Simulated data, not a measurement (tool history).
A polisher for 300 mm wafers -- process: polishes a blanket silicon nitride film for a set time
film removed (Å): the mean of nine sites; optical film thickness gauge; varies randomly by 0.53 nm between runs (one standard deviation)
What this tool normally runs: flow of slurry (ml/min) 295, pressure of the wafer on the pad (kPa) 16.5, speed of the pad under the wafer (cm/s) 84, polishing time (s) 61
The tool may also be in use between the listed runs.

| run | hour | flow of slurry (ml/min) | pressure of the wafer on the pad (kPa) | speed of the pad under the wafer (cm/s) | polishing time (s) | wafers since the last listed run | wafers polished on this pad | hours since the slurry nozzle was cleaned | hours since the head pressure was calibrated | incoming thickness of the incoming film, nm | film removed (Å) |
|---|---|---|---|---|---|---|---|---|---|---|---|
| 1 | 0.0 | 295 | 16.5 | 84 | 61 | 0 | 2327 | 134.1 | 14.6 | 529.7 | 527 |
| 2 | 57.0 | 295 | 16.5 | 84 | 61 | 419 | 2746 | 191.1 | 71.6 | 524.2 | 543 |
| 3 | 149.4 | 295 | 16.5 | 66 | 61 | 680 | 3427 | 283.5 | 164.0 | 533.9 | 444 |
| 4 | 246.3 | 295 | 16.5 | 66 | 61 | 713 | 4141 | 380.4 | 260.9 | 529.8 | 422 |
| 5 | 291.0 | 295 | 16.5 | 84 | 61 | 329 | 4470 | 425.1 | 305.6 | 531.2 | 510 |
|  | 320.5 | worn pad replaced by a new one |
| 6 | 330.2 | 295 | 16.5 | 76 | 61 | 259 | 71 | 464.3 | 344.8 | 533.0 | 453 |
| 7 | 435.2 | 295 | 16.5 | 76 | 61 | 773 | 844 | 569.3 | 449.8 | 529.1 | 463 |
| 8 | 488.0 | 295 | 16.5 | 76 | 61 | 388 | 1233 | 622.1 | 502.6 | 532.6 | 456 |
|  | 535.5 | slurry nozzle cleaned |
|  | 562.0 | head pressure recalibrated |
| 9 | 566.6 | 295 | 16.5 | 84 | 61 | 556 | 1790 | 31.1 | 4.6 | 528.6 | 491 |
| 10 | 629.6 | 295 | 16.5 | 84 | 61 | 464 | 2254 | 94.1 | 67.6 | 531.7 | 487 |
| 11 | 709.1 | 295 | 16.5 | 62 | 61 | 585 | 2839 | 173.6 | 147.1 | 521.5 | 382 |
| 12 | 804.4 | 295 | 16.5 | 62 | 61 | 701 | 3541 | 268.9 | 242.4 | 519.3 | 375 |
| 13 | 909.8 | 295 | 16.5 | 72 | 61 | 776 | 4317 | 374.3 | 347.8 | 524.2 | 423 |
| 14 | 955.4 | 295 | 16.5 | 72 | 61 | 335 | 4653 | 419.9 | 393.4 | 541.2 | 423 |
| 15 | 1053.6 | 295 | 16.5 | 84 | 61 | 723 | 5376 | 518.1 | 491.6 | 527.3 | 457 |
|  | 1069.3 | worn pad replaced by a new one, repeated, since the last time left the tool worse |
|  | 1092.7 | slurry nozzle cleaned |
| 16 | 1093.6 | 295 | 16.5 | 84 | 61 | 257 | 171 | 0.9 | 531.6 | 521.6 | 533 |
| 17 | 1133.5 | 295 | 20.7 | 84 | 61 | 293 | 465 | 40.8 | 571.5 | 537.2 | 658 |
| 18 | 1204.3 | 235 | 16.5 | 84 | 61 | 521 | 987 | 111.6 | 642.3 | 523.5 | 536 |
|  | 1286.3 | head pressure recalibrated |
| 19 | 1293.2 | 295 | 13.1 | 84 | 61 | 640 | 1627 | 200.5 | 6.9 | 527.4 | 439 |
| 20 | 1371.9 | 295 | 16.5 | 84 | 61 | 579 | 2206 | 279.2 | 85.6 | 533.1 | 529 |
| 21 | 1428.9 | 255 | 19.3 | 84 | 61 | 419 | 2626 | 336.2 | 142.6 | 527.4 | 604 |
| 22 | 1497.3 | 295 | 16.5 | 66 | 61 | 503 | 3130 | 404.6 | 211.0 | 524.8 | 435 |
| 23 | 1563.0 | 295 | 12.4 | 84 | 61 | 483 | 3614 | 470.3 | 276.7 | 523.2 | 403 |
| 24 | 1616.3 | 370 | 16.5 | 110 | 73 | 392 | 4006 | 523.6 | 330.0 | 528.2 | 782 |
|  | 1660.3 | slurry nozzle cleaned |
| 25 | 1693.2 | 295 | 16.5 | 108 | 61 | 559 | 4565 | 32.9 | 406.9 | 538.2 | 628 |
|  | 1718.0 | worn pad replaced by a new one |
| 26 | 1780.4 | 295 | 16.5 | 64 | 61 | 612 | 459 | 120.1 | 494.1 | 535.7 | 433 |
| 27 | 1868.6 | 295 | 16.5 | 110 | 61 | 649 | 1109 | 208.3 | 582.3 | 529.9 | 663 |
|  | 1943.7 | head pressure recalibrated |
| 28 | 1965.5 | 295 | 16.5 | 64 | 42 | 698 | 1808 | 305.2 | 21.8 | 537.4 | 298 |
| 29 | 2057.4 | 295 | 16.5 | 84 | 74 | 676 | 2485 | 397.1 | 113.7 | 524.5 | 654 |
| 30 | 2159.2 | 295 | 12.4 | 84 | 49 | 749 | 3235 | 498.9 | 215.5 | 530.7 | 324 |
| 31 | 2227.0 | 295 | 16.5 | 84 | 61 | 499 | 3734 | 566.7 | 283.3 | 526.2 | 520 |
|  | 2273.7 | slurry nozzle cleaned |
|  | 2438.4 | worn pad replaced by a new one |
| 32 | 2487.6 | 295 | 16.5 | 84 | 61 | 1882 | 362 | 213.9 | 543.9 | 524.1 | 544 |
| 33 | 2525.1 | 295 | 16.5 | 84 | 61 | 276 | 638 | 251.4 | 581.4 | 536.6 | 540 |
|  | 2552.9 | head pressure recalibrated |
| 34 | 2565.9 | 200 | 16.5 | 84 | 61 | 285 | 924 | 292.2 | 13.0 | 522.7 | 535 |
| 35 | 2657.2 | 295 | 16.5 | 84 | 61 | 672 | 1596 | 383.5 | 104.3 | 540.8 | 533 |
| 36 | 2744.3 | 295 | 16.5 | 84 | 61 | 641 | 2238 | 470.6 | 191.4 | 538.1 | 531 |
| 37 | 2792.4 | 295 | 20.7 | 54 | 81 | 354 | 2592 | 518.7 | 239.5 | 533.9 | 618 |

Forecast each of these 4 alternatives for the next run:
| A | 2792.8 | 295 | 16.5 | 84 | 61 | 2 | 2595 | 519.1 | 239.9 | 532.4 | ? |
| B | 2792.8 | 215 | 20.0 | 96 | 50 | 2 | 2595 | 519.1 | 239.9 | 532.4 | ? |
| C | 2792.8 | 295 | 16.5 | 84 | 80 | 2 | 2595 | 519.1 | 239.9 | 532.4 | ? |
| D | 2792.8 | 250 | 16.5 | 84 | 61 | 2 | 2595 | 519.1 | 239.9 | 532.4 | ? |

| run | film removed (Å) |
|---|---|
| A | 527 |
| B | 564 |
| C | 691 |
| D | 522 |
Without the tool's unlogged condition, the same runs would have read:
| run | film removed (Å) |
|---|---|
| A | 537 |
| B | 575 |
| C | 704 |
| D | 532 |

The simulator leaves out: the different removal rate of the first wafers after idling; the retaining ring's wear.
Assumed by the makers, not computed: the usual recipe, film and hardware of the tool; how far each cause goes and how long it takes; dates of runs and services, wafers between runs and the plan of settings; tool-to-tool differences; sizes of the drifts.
